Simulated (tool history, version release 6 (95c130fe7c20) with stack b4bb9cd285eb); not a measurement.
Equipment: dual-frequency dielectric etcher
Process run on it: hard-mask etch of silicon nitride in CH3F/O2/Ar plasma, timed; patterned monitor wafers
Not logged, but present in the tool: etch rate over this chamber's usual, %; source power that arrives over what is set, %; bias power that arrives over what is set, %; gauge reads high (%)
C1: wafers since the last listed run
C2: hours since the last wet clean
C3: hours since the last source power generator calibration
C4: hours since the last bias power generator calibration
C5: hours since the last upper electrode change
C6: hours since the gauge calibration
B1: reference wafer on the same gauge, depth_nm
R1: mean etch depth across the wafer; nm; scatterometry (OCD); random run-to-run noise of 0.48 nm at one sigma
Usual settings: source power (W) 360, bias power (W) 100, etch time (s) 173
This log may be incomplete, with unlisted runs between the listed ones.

{"run": 1, "hour": 0.0, "source power (W)": 360, "bias power (W)": 117, "etch time (s)": 205, "C1": 0, "C2": 208.9, "C3": 82.9, "C4": 15.5, "C5": 4408.7, "C6": 11, "B1": 144.9, "R1": 158}
{"run": 2, "hour": 55.2, "source power (W)": 360, "bias power (W)": 100, "etch time (s)": 173, "C1": 502, "C2": 264.1, "C3": 138.1, "C4": 70.7, "C5": 4463.9, "C6": 66.2, "B1": 145.3, "R1": 126.8}
{"hour": 79.2, "done": "upper electrode replaced"}
{"run": 3, "hour": 94.4, "source power (W)": 360, "bias power (W)": 100, "etch time (s)": 173, "C1": 138, "C2": 303.3, "C3": 177.3, "C4": 109.9, "C5": 15.2, "C6": 105.4, "B1": 145.2, "R1": 126.5}
{"run": 4, "hour": 145.1, "source power (W)": 360, "bias power (W)": 100, "etch time (s)": 173, "C1": 461, "C2": 354, "C3": 228, "C4": 160.6, "C5": 65.9, "C6": 156.1, "B1": 144.8, "R1": 126.5}
{"run": 5, "hour": 186.0, "source power (W)": 360, "bias power (W)": 100, "etch time (s)": 173, "C1": 372, "C2": 394.9, "C3": 268.9, "C4": 201.5, "C5": 106.8, "C6": 197, "B1": 145.1, "R1": 126.7}
{"run": 6, "hour": 252.7, "source power (W)": 360, "bias power (W)": 100, "etch time (s)": 173, "C1": 607, "C2": 461.6, "C3": 335.6, "C4": 268.2, "C5": 173.5, "C6": 263.7, "B1": 144.8, "R1": 126.3}
{"hour": 331.5, "done": "wet clean of the chamber"}
{"run": 7, "hour": 332.0, "source power (W)": 390, "bias power (W)": 83, "etch time (s)": 208.5, "C1": 503, "C2": 0.5, "C3": 414.9, "C4": 347.5, "C5": 252.8, "C6": 343, "B1": 144.9, "R1": 145.9}
{"run": 8, "hour": 356.8, "source power (W)": 440, "bias power (W)": 107, "etch time (s)": 173, "C1": 225, "C2": 25.3, "C3": 439.7, "C4": 372.3, "C5": 277.6, "C6": 367.8, "B1": 144.9, "R1": 136.4}
{"run": 9, "hour": 425.5, "source power (W)": 360, "bias power (W)": 84, "etch time (s)": 173, "C1": 625, "C2": 94, "C3": 508.4, "C4": 441, "C5": 346.3, "C6": 436.5, "B1": 144.8, "R1": 118.2}
{"run": 10, "hour": 614.1, "source power (W)": 290, "bias power (W)": 107, "etch time (s)": 197.5, "C1": 1716, "C2": 282.6, "C3": 697, "C4": 629.6, "C5": 534.9, "C6": 625.1, "B1": 145, "R1": 135.1}
{"run": 11, "hour": 656.5, "source power (W)": 360, "bias power (W)": 100, "etch time (s)": 173, "C1": 385, "C2": 325, "C3": 739.4, "C4": 672, "C5": 577.3, "C6": 667.5, "B1": 145.1, "R1": 126.7}
{"run": 12, "hour": 714.2, "source power (W)": 390, "bias power (W)": 108, "etch time (s)": 207, "C1": 525, "C2": 382.7, "C3": 797.1, "C4": 729.7, "C5": 635, "C6": 725.2, "B1": 144.9, "R1": 159.9}
{"run": 13, "hour": 745.1, "source power (W)": 360, "bias power (W)": 125, "etch time (s)": 173, "C1": 281, "C2": 413.6, "C3": 828, "C4": 760.6, "C5": 665.9, "C6": 756.1, "B1": 145.1, "R1": 138}
{"run": 14, "hour": 791.2, "source power (W)": 360, "bias power (W)": 100, "etch time (s)": 173, "C1": 419, "C2": 459.7, "C3": 874.1, "C4": 806.7, "C5": 712, "C6": 802.2, "B1": 144.9, "R1": 127.2}
{"hour": 856.0, "done": "wet clean of the chamber"}
{"run": 15, "hour": 856.5, "source power (W)": 440, "bias power (W)": 119, "etch time (s)": 139.5, "C1": 375, "C2": 0.5, "C3": 939.4, "C4": 872, "C5": 777.3, "C6": 867.5, "B1": 145.1, "R1": 113.6}
{"run": 16, "hour": 893.8, "source power (W)": 360, "bias power (W)": 100, "etch time (s)": 145, "C1": 339, "C2": 37.8, "C3": 976.7, "C4": 909.3, "C5": 814.6, "C6": 904.8, "B1": 145.1, "R1": 104.5}
{"run": 17, "hour": 939.3, "source power (W)": 310, "bias power (W)": 110, "etch time (s)": 207, "C1": 414, "C2": 83.3, "C3": 1022.2, "C4": 954.8, "C5": 860.1, "C6": 950.3, "B1": 144.8, "R1": 145.7}
{"run": 18, "hour": 987.1, "source power (W)": 360, "bias power (W)": 100, "etch time (s)": 173, "C1": 435, "C2": 131.1, "C3": 1070, "C4": 1002.6, "C5": 907.9, "C6": 998.1, "B1": 145.1, "R1": 124.7}
{"run": 19, "hour": 1020.2, "source power (W)": 410, "bias power (W)": 112, "etch time (s)": 210.5, "C1": 301, "C2": 164.2, "C3": 1103.1, "C4": 1035.7, "C5": 941, "C6": 1031.2, "B1": 144.8, "R1": 165.9}
{"run": 20, "hour": 1059.9, "source power (W)": 360, "bias power (W)": 100, "etch time (s)": 173, "C1": 361, "C2": 203.9, "C3": 1142.8, "C4": 1075.4, "C5": 980.7, "C6": 1070.9, "B1": 144.6, "R1": 125.7}
{"run": 21, "hour": 1123.4, "source power (W)": 320, "bias power (W)": 84, "etch time (s)": 217.5, "C1": 577, "C2": 267.4, "C3": 1206.3, "C4": 1138.9, "C5": 1044.2, "C6": 1134.4, "B1": 144.8, "R1": 142}
{"run": 22, "hour": 1183.7, "source power (W)": 430, "bias power (W)": 114, "etch time (s)": 173, "C1": 548, "C2": 327.7, "C3": 1266.6, "C4": 1199.2, "C5": 1104.5, "C6": 1194.7, "B1": 145, "R1": 140.2}
{"run": 23, "hour": 1248.8, "source power (W)": 360, "bias power (W)": 100, "etch time (s)": 145.5, "C1": 592, "C2": 392.8, "C3": 1331.7, "C4": 1264.3, "C5": 1169.6, "C6": 1259.8, "B1": 145, "R1": 105.8}
{"hour": 1299.2, "done": "wet clean of the chamber"}
{"run": 24, "hour": 1305.1, "source power (W)": 390, "bias power (W)": 100, "etch time (s)": 129.5, "C1": 293, "C2": 5.9, "C3": 1388, "C4": 1320.6, "C5": 1225.9, "C6": 1316.1, "B1": 144.7, "R1": 95.5}
{"run": 25, "hour": 1375.1, "source power (W)": 360, "bias power (W)": 106, "etch time (s)": 173, "C1": 637, "C2": 75.9, "C3": 1458, "C4": 1390.6, "C5": 1295.9, "C6": 1386.1, "B1": 145, "R1": 126.7}
{"run": 26, "hour": 1426.4, "source power (W)": 360, "bias power (W)": 100, "etch time (s)": 173, "C1": 466, "C2": 127.2, "C3": 1509.3, "C4": 1441.9, "C5": 1347.2, "C6": 1437.4, "B1": 144.9, "R1": 124.3}
{"run": 27, "hour": 1455.4, "source power (W)": 290, "bias power (W)": 88, "etch time (s)": 145, "C1": 263, "C2": 156.2, "C3": 1538.3, "C4": 1470.9, "C5": 1376.2, "C6": 1466.4, "B1": 144.9, "R1": 92.5}
{"run": 28, "hour": 1487.9, "source power (W)": 360, "bias power (W)": 100, "etch time (s)": 214.5, "C1": 295, "C2": 188.7, "C3": 1570.8, "C4": 1503.4, "C5": 1408.7, "C6": 1498.9, "B1": 145.1, "R1": 155.6}
{"run": 29, "hour": 1531.3, "source power (W)": 400, "bias power (W)": 92, "etch time (s)": 131, "C1": 394, "C2": 232.1, "C3": 1614.2, "C4": 1546.8, "C5": 1452.1, "C6": 1542.3, "B1": 144.9, "R1": 95.2}

5 options for the next run, each taken on its own from the tool as it stands now. Forecast them:
{"run": "A", "hour": 1531.8, "source power (W)": 360, "bias power (W)": 92, "etch time (s)": 173, "C1": 4, "C2": 232.6, "C3": 1614.7, "C4": 1547.3, "C5": 1452.6, "C6": 1542.8, "B1": "?", "R1": "?"}
{"run": "B", "hour": 1531.8, "source power (W)": 400, "bias power (W)": 114, "etch time (s)": 143, "C1": 4, "C2": 232.6, "C3": 1614.7, "C4": 1547.3, "C5": 1452.6, "C6": 1542.8, "B1": "?", "R1": "?"}
{"run": "C", "hour": 1531.8, "source power (W)": 300, "bias power (W)": 100, "etch time (s)": 173, "C1": 4, "C2": 232.6, "C3": 1614.7, "C4": 1547.3, "C5": 1452.6, "C6": 1542.8, "B1": "?", "R1": "?"}
{"run": "D", "hour": 1531.8, "source power (W)": 390, "bias power (W)": 122, "etch time (s)": 188.5, "C1": 4, "C2": 232.6, "C3": 1614.7, "C4": 1547.3, "C5": 1452.6, "C6": 1542.8, "B1": "?", "R1": "?"}
{"run": "E", "hour": 1531.8, "source power (W)": 280, "bias power (W)": 100, "etch time (s)": 142.5, "C1": 4, "C2": 232.6, "C3": 1614.7, "C4": 1547.3, "C5": 1452.6, "C6": 1542.8, "B1": "?", "R1": "?"}

run=A B1=145 R1=121.8
run=B B1=145 R1=112.7
run=C B1=145 R1=116.8
run=D B1=145 R1=150.7
run=E B1=145 R1=93.7
Stripped of hidden state, with their random variation kept, the same runs would have yielded:
run=A R1=120.4
run=B R1=111.4
run=C R1=115.4
run=D R1=148.9
run=E R1=92.6
